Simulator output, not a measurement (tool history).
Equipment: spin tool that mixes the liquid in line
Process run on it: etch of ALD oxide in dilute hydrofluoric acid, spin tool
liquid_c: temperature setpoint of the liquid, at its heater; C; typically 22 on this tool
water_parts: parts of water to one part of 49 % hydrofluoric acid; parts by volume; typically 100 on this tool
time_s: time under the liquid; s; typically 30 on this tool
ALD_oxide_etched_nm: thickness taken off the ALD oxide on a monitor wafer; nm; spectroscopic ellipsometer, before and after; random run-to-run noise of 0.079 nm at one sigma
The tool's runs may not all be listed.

run	hour	liquid_c	water_parts	time_s	wafers since the last listed run	hours since the thermometer was replaced	hours since the hydrofluoric acid flow meter was replaced	hours since the gauge calibration	read-back film thickness of the ALD oxide reference wafer, read on the same gauge (nm)	ALD_oxide_etched_nm
1	0	22	100	30	0	376.4	575.6	2799.2	120.03	9.35
2	45.3	22	100	30	939	421.7	620.9	2844.5	119.99	9.34
3	87	22	100	30	864	463.4	662.6	2886.2	120	9.36
4	164.3	22	100	15	1602	540.7	739.9	2963.5	119.99	4.61
# hour 169.4: thermometer replaced
5	215.2	22	100	15	1034	45.8	790.8	3014.4	119.98	4.54
6	343.7	20.5	100	30	2663	174.3	919.3	3142.9	119.99	8.62
7	425.8	22	100	30	1701	256.4	1001.4	3225	120	9.15
8	480.9	22	100	30	1142	311.5	1056.5	3280.1	120.01	9.2
9	579.1	22	100	30	2035	409.7	1154.7	3378.3	120	9.21
10	659.4	22	100	30	1664	490	1235	3458.6	119.98	9.34
11	709.6	22	100	30	1040	540.2	1285.2	3508.8	120	9.3
12	776.9	22	100	45	1395	607.5	1352.5	3576.1	119.98	14.12
# hour 825.9: gauge calibrated
# hour 842.9: thermometer replaced
13	869.2	22	130	20	1892	26.3	1444.8	43.3	119.98	4.51
14	926.9	26	100	30	1196	84	1502.5	101	120	10.5
15	981.7	22	100	45	1135	138.8	1557.3	155.8	120	13.64
16	1026.4	22	100	30	926	183.5	1602	200.5	120.01	9.02
17	1062.6	22	100	40	750	219.7	1638.2	236.7	120.03	12.03
18	1123.1	22	130	30	1254	280.2	1698.7	297.2	119.97	6.82
19	1184.7	22	100	30	1276	341.8	1760.3	358.8	119.98	9.14
20	1244.6	22	100	30	1241	401.7	1820.2	418.7	119.99	9.29
21	1327.8	22	60	40	1724	484.9	1903.4	501.9	120	21.81
22	1374	26	100	50	957	531.1	1949.6	548.1	120.01	17.99
23	1422.2	20.5	115	35	999	579.3	1997.8	596.3	120.01	8.62
24	1468.8	27	100	40	965	625.9	2044.4	642.9	120	14.87
# hour 1481.7: thermometer replaced
25	1534.4	22	80	30	1339	52.7	2110	708.5	119.99	11.53
# hour 1543.7: hydrofluoric acid flow meter replaced
26	1621.3	22	65	30	1780	139.6	77.6	795.4	120.01	14.44
27	1667.7	22	100	30	961	186	124	841.8	120.01	9.14
28	1717.8	22	100	30	1038	236.1	174.1	891.9	119.99	9.2
29	1754	22	100	30	750	272.3	210.3	928.1	120	9.14
30	1809	22	125	40	1140	327.3	265.3	983.1	120.01	9.6
31	1873.2	17	140	30	1330	391.5	329.5	1047.3	120	5.16
32	1955.5	17.5	135	40	1705	473.8	411.8	1129.6	120.01	7.36
33	2062.2	25.5	100	20	2211	580.5	518.5	1236.3	120.01	7.25
# hour 2119.3: thermometer replaced
34	2301.2	23.5	125	45	4933	181.9	757.5	1475.3	119.99	11.48

Consider 4 possible next runs. They are alternatives, not a sequence: every one starts from the tool as it was left by run 34. What does each give?
A	2301.6	22	85	30	8	182.3	757.9	1475.7	?	?
B	2301.6	17	70	40	8	182.3	757.9	1475.7	?	?
C	2301.6	22	135	30	8	182.3	757.9	1475.7	?	?
D	2301.6	22	70	30	8	182.3	757.9	1475.7	?	?

run	read-back film thickness of the ALD oxide reference wafer, read on the same gauge (nm)	ALD_oxide_etched_nm
A	120.01	10.89
B	120.01	14.56
C	120.01	6.47
D	120.01	13.47
The same runs, with their run-to-run variation unchanged, on a tool lacking any hidden condition would have given:
run	ALD_oxide_etched_nm
A	10.67
B	14.25
C	6.34
D	13.19
